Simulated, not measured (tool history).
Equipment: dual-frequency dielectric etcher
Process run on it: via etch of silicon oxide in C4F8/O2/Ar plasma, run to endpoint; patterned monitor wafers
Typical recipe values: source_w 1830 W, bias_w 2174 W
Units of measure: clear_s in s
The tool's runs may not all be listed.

run	day	source_w	bias_w	wafers since the last listed run	hours since the last wet clean	hours since the last source power generator calibration	hours since the last bias power generator calibration	hours since the last upper electrode change	incoming incoming film thickness, nm	clear_s
1	0	1830	2174	0	123.1	3143.8	912.4	3451	1284.9	238.7
2	1.688	1830	2174	147	163.6	3184.3	952.9	3491.5	1290.8	240.6
3	3.512	1830	2174	159	207.4	3228.1	996.7	3535.3	1297.4	243.4
4	5.079	1830	2174	136	245	3265.7	1034.3	3572.9	1288.2	242.1
# day 12.821: wet clean of the chamber
5	13.542	1830	1831	650	17.3	3468.8	1237.4	3776	1303	262.7
6	16.275	1830	2174	238	82.9	3534.4	1303	3841.6	1287.4	250.6
7	18.733	1830	2174	214	141.9	3593.4	1362	3900.6	1298.4	251.4
8	21.896	1830	2174	275	217.8	3669.3	1437.9	3976.5	1287.5	252.2
# day 24.371: wet clean of the chamber, repeated, since the last time left the tool worse
9	24.392	1830	2174	130	0.5	3729.2	1497.8	4036.4	1280.2	233
10	26.067	1830	2174	145	40.7	3769.4	1538	4076.6	1297.5	237.4
11	28.579	1830	1863	218	101	3829.7	1598.3	4136.9	1299.3	248.3
# day 31.288: upper electrode replaced
12	31.483	1830	2174	165	170.7	3899.4	1668	4.7	1293.3	239
13	33.988	1670	1905	218	230.8	3959.5	1728.1	64.8	1283.3	255.4
# day 34.896: bias power generator calibrated
14	35.25	2220	1720	95	261.1	3989.8	8.5	95.1	1280.6	228.8
15	37.188	1660	1798	168	307.6	4036.3	55	141.6	1283	263
16	40.425	2110	1854	282	385.3	4114	132.7	219.3	1315.9	238.9
17	42.279	2000	2469	161	429.8	4158.5	177.2	263.8	1277.2	224.5
# day 44.021: wet clean of the chamber
18	44.042	1540	1630	66	0.5	4200.8	219.5	306.1	1286.7	278.9
# day 45.108: source power generator calibrated
19	45.188	1390	2174	85	28	1.9	247	333.6	1305.8	274.6
20	47.4	2260	2377	192	81.1	55	300.1	386.7	1286.9	208.6
21	49.225	1990	2717	159	124.9	98.8	343.9	430.5	1298.3	218.1
22	50.45	1540	1630	106	154.3	128.2	373.3	459.9	1288.5	282.5
23	52.5	2030	1807	178	203.5	177.4	422.5	509.1	1300.9	239.3
24	55.338	1830	2174	247	271.6	245.5	490.6	577.2	1289.2	239.7
25	57.012	2050	2320	145	311.8	285.7	530.8	617.4	1294.1	225.9

The logged runs with the hidden state left out (each run's random variation unchanged):
Hidden conditions of the tool in this case: etch rate over this chamber's usual, %; source power that arrives over what is set, %; bias power that arrives over what is set, %.
run	clear_s
1	237.1
2	238.3
3	240.4
4	238.5
5	248.9
6	236.4
7	236.3
8	235.7
9	233.8
10	237.6
11	247.6
12	237.3
13	252.6
14	225.8
15	258.8
16	233.8
17	219.1
18	278.8
19	274
20	207.4
21	216.3
22	279.6
23	236.2
24	235.5
25	221.3
